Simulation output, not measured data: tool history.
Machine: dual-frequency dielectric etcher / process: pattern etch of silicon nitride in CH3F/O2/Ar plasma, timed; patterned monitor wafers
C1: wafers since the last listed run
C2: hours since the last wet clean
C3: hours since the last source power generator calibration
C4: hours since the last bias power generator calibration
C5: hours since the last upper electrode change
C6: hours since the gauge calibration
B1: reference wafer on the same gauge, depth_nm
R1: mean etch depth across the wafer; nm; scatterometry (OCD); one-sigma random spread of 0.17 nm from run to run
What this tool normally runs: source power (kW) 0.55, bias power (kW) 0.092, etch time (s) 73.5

Run 1, day 0: usual settings but source power (kW) 0.51; C1 0; C2 322.6; C3 4459.8; C4 2786.5; C5 1353.8; C6 178.5; B1 52.3. Result: R1 59.7 nm.
Run 2, day 0.708: usual settings; C1 259; C2 339.6; C3 4476.8; C4 2803.5; C5 1370.8; C6 195.5; B1 52.3. Result: R1 61 nm.
Run 3, day 1.617: usual settings; C1 332; C2 361.4; C3 4498.6; C4 2825.3; C5 1392.6; C6 217.3; B1 52.3. Result: R1 61.2 nm.
Run 4, day 2.35: usual settings; C1 268; C2 379; C3 4516.2; C4 2842.9; C5 1410.2; C6 234.9; B1 52.3. Result: R1 61.3 nm.
Run 5, day 3.438: usual settings but etch time (s) 83; C1 397; C2 405.1; C3 4542.3; C4 2869; C5 1436.3; C6 261; B1 52.3. Result: R1 69.1 nm.
Run 6, day 4.125: usual settings but etch time (s) 83; C1 251; C2 421.6; C3 4558.8; C4 2885.5; C5 1452.8; C6 277.5; B1 52.3. Result: R1 69.1 nm.
Run 7, day 5.546: usual settings but etch time (s) 61; C1 519; C2 455.7; C3 4592.9; C4 2919.6; C5 1486.9; C6 311.6; B1 52.3. Result: R1 50.9 nm.
Run 8, day 6.283: usual settings but etch time (s) 61; C1 269; C2 473.4; C3 4610.6; C4 2937.3; C5 1504.6; C6 329.3; B1 52.3. Result: R1 51.2 nm.
Run 9, day 7.65: usual settings but etch time (s) 61; C1 499; C2 506.2; C3 4643.4; C4 2970.1; C5 1537.4; C6 362.1; B1 52.3. Result: R1 51.1 nm.
At day 9.167: wet clean of the chamber.
Run 10, day 9.188: usual settings but bias power (kW) 0.107; C1 196; C2 0.5; C3 4680.3; C4 3007; C5 1574.3; C6 399; B1 52.3. Result: R1 63.1 nm.
Run 11, day 9.846: usual settings but bias power (kW) 0.107; C1 240; C2 16.3; C3 4696.1; C4 3022.8; C5 1590.1; C6 414.8; B1 52.3. Result: R1 63.6 nm.
Run 12, day 12.588: usual settings but bias power (kW) 0.107; C1 1002; C2 82.1; C3 4761.9; C4 3088.6; C5 1655.9; C6 480.6; B1 52.3. Result: R1 63.4 nm.
Run 13, day 13.367: usual settings but bias power (kW) 0.078; C1 284; C2 100.8; C3 4780.6; C4 3107.3; C5 1674.6; C6 499.3; B1 52.3. Result: R1 55.7 nm.
Run 14, day 14.117: usual settings but source power (kW) 0.42, etch time (s) 57.5; C1 274; C2 118.8; C3 4798.6; C4 3125.3; C5 1692.6; C6 517.3; B1 52.3. Result: R1 43.6 nm.
Run 15, day 15.283: usual settings but source power (kW) 0.43, bias power (kW) 0.076, etch time (s) 60; C1 426; C2 146.8; C3 4826.6; C4 3153.3; C5 1720.6; C6 545.3; B1 52.3. Result: R1 42 nm.
Run 16, day 16.742: usual settings but bias power (kW) 0.101, etch time (s) 94; C1 533; C2 181.8; C3 4861.6; C4 3188.3; C5 1755.6; C6 580.3; B1 52.3. Result: R1 79.9 nm.
Run 17, day 17.829: usual settings; C1 397; C2 207.9; C3 4887.7; C4 3214.4; C5 1781.7; C6 606.4; B1 52.3. Result: R1 60.3 nm.
At day 18.483: bias power generator calibrated.
Run 18, day 18.521: usual settings but etch time (s) 83.5; C1 192; C2 224.5; C3 4904.3; C4 0.9; C5 1798.3; C6 623; B1 52.3. Result: R1 68.6 nm.
At day 20.358: upper electrode replaced.
At day 20.783: gauge calibrated.
Run 19, day 21.108: usual settings but bias power (kW) 0.1; C1 580; C2 286.6; C3 4966.4; C4 63; C5 18; C6 7.8; B1 52.3. Result: R1 62.8 nm.
Run 20, day 22.442: usual settings but source power (kW) 0.51; C1 487; C2 318.6; C3 4998.4; C4 95; C5 50; C6 39.8; B1 52.3. Result: R1 59.5 nm.
Run 21, day 26.254: usual settings but etch time (s) 61; C1 1394; C2 410.1; C3 5089.9; C4 186.5; C5 141.5; C6 131.3; B1 52.3. Result: R1 50.7 nm.
At day 27.733: source power generator calibrated.
Run 22, day 28.492: usual settings but source power (kW) 0.48, bias power (kW) 0.07, etch time (s) 86; C1 757; C2 463.8; C3 18.2; C4 240.2; C5 195.2; C6 185; B1 52.3. Result: R1 61.4 nm.
At day 29.942: wet clean of the chamber.
Run 23, day 29.962: usual settings but source power (kW) 0.46; C1 172; C2 0.5; C3 53.5; C4 275.5; C5 230.5; C6 220.3; B1 52.3. Result: R1 56.3 nm.
Run 24, day 30.004: usual settings but bias power (kW) 0.073, etch time (s) 79.5; C1 15; C2 1.5; C3 54.5; C4 276.5; C5 231.5; C6 221.3; B1 52.3. Result: R1 58.3 nm.
Run 25, day 31.388: usual settings but source power (kW) 0.68, etch time (s) 58; C1 505; C2 34.7; C3 87.7; C4 309.7; C5 264.7; C6 254.5; B1 52.3. Result: R1 49.9 nm.
Run 26, day 32.517: usual settings but source power (kW) 0.68, bias power (kW) 0.115, etch time (s) 86; C1 412; C2 61.8; C3 114.8; C4 336.8; C5 291.8; C6 281.6; B1 52.3. Result: R1 81 nm.
Run 27, day 33.854: usual settings but source power (kW) 0.42, etch time (s) 94.5; C1 489; C2 93.9; C3 146.9; C4 368.9; C5 323.9; C6 313.7; B1 52.3. Result: R1 71.3 nm.
Run 28, day 34.542: usual settings but source power (kW) 0.42, bias power (kW) 0.105, etch time (s) 59; C1 251; C2 110.4; C3 163.4; C4 385.4; C5 340.4; C6 330.2; B1 52.3. Result: R1 47.3 nm.
Run 29, day 35.558: usual settings; C1 371; C2 134.8; C3 187.8; C4 409.8; C5 364.8; C6 354.6; B1 52.3. Result: R1 60.2 nm.
Run 30, day 36.954: usual settings but bias power (kW) 0.108; C1 510; C2 168.3; C3 221.3; C4 443.3; C5 398.3; C6 388.1; B1 52.3. Result: R1 64.4 nm.
Run 31, day 38.246: usual settings but bias power (kW) 0.111; C1 472; C2 199.3; C3 252.3; C4 474.3; C5 429.3; C6 419.1; B1 52.3. Result: R1 65.2 nm.

Consider 3 possible next runs. They are alternatives, not a sequence: every one starts from the tool as it was left by run 31. What does each give?
Run A, day 38.262: usual settings but etch time (s) 54; C1 6; C2 199.7; C3 252.7; C4 474.7; C5 429.7; C6 419.5; B1 ?. Result: R1 ?.
Run B, day 38.262: usual settings but etch time (s) 53; C1 6; C2 199.7; C3 252.7; C4 474.7; C5 429.7; C6 419.5; B1 ?. Result: R1 ?.
Run C, day 38.262: usual settings but source power (kW) 0.47, bias power (kW) 0.083, etch time (s) 57; C1 6; C2 199.7; C3 252.7; C4 474.7; C5 429.7; C6 419.5; B1 ?. Result: R1 ?.

run    B1    R1
  A  52.3  44.1
  B  52.3  43.3
  C  52.3  42.7
With the hidden condition removed and each run's random variation left untouched, the same runs would have given:
run    R1
  A  43.6
  B  42.8
  C  42.2
